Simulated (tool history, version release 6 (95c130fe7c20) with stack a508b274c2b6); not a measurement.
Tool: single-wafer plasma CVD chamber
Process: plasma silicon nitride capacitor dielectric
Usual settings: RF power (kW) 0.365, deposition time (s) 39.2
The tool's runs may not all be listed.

run,hour,RF power (kW),deposition time (s),"read-back reference wafer on the same gauge, thickness_nm",mean film thickness on the monitor wafer (nm)
1,0.0,0.365,39.2,60.315,51.456
2,81.4,0.365,39.2,60.299,51.757
3,368.2,0.345,35.7,60.296,46.083
4,434.1,0.345,35.7,60.323,46.083
5,482.0,0.345,35.7,60.266,46.185
6,585.3,0.365,39.2,60.146,51.630
7,628.2,0.365,41.9,60.214,55.153
8,714.3,0.365,41.9,60.214,55.252
9,802.1,0.350,39.2,60.298,50.886
10,858.6,0.350,39.2,60.332,50.817
11,915.7,0.350,39.2,60.305,51.061
# hour 923.7: RF generator calibrated
# hour 951.6: gauge calibrated
12,997.8,0.365,39.2,60.267,53.066
13,1053.5,0.365,39.2,60.194,53.000
14,1129.8,0.335,39.2,60.356,50.811
15,1201.0,0.335,39.2,60.170,50.790
16,1262.4,0.365,39.2,60.396,52.313
17,1345.0,0.320,35.7,60.273,45.170
18,1382.8,0.410,39.2,60.357,54.698
19,1457.7,0.305,32.9,60.284,40.955
20,1501.5,0.365,39.2,60.302,52.084
21,1539.0,0.310,39.2,60.286,48.783
# hour 1550.6: showerhead replaced
22,1585.6,0.430,32.2,60.228,45.054
23,1689.0,0.395,34.9,60.284,47.666
24,2004.4,0.295,46.9,60.339,56.815
25,2065.3,0.405,39.2,60.329,53.677
26,2168.8,0.365,42.5,60.259,56.177
27,2206.3,0.295,45.8,60.393,56.107
28,2281.3,0.365,39.2,60.454,51.529
29,2381.5,0.345,32.7,60.354,42.051
30,2438.3,0.310,42.2,60.271,52.308

Forecast each of these 5 alternatives for the next run:
A,2438.7,0.365,39.2,?,?
B,2438.7,0.385,46.0,?,?
C,2438.7,0.295,39.2,?,?
D,2438.7,0.365,31.6,?,?
E,2438.7,0.395,39.2,?,?

run,"read-back reference wafer on the same gauge, thickness_nm",mean film thickness on the monitor wafer (nm)
A,60.299,51.487
B,60.299,61.612
C,60.299,47.495
D,60.299,41.505
E,60.299,52.996
Without the tool's hidden state the same runs would have given:
run,mean film thickness on the monitor wafer (nm)
A,53.288
B,63.768
C,49.156
D,42.957
E,54.850

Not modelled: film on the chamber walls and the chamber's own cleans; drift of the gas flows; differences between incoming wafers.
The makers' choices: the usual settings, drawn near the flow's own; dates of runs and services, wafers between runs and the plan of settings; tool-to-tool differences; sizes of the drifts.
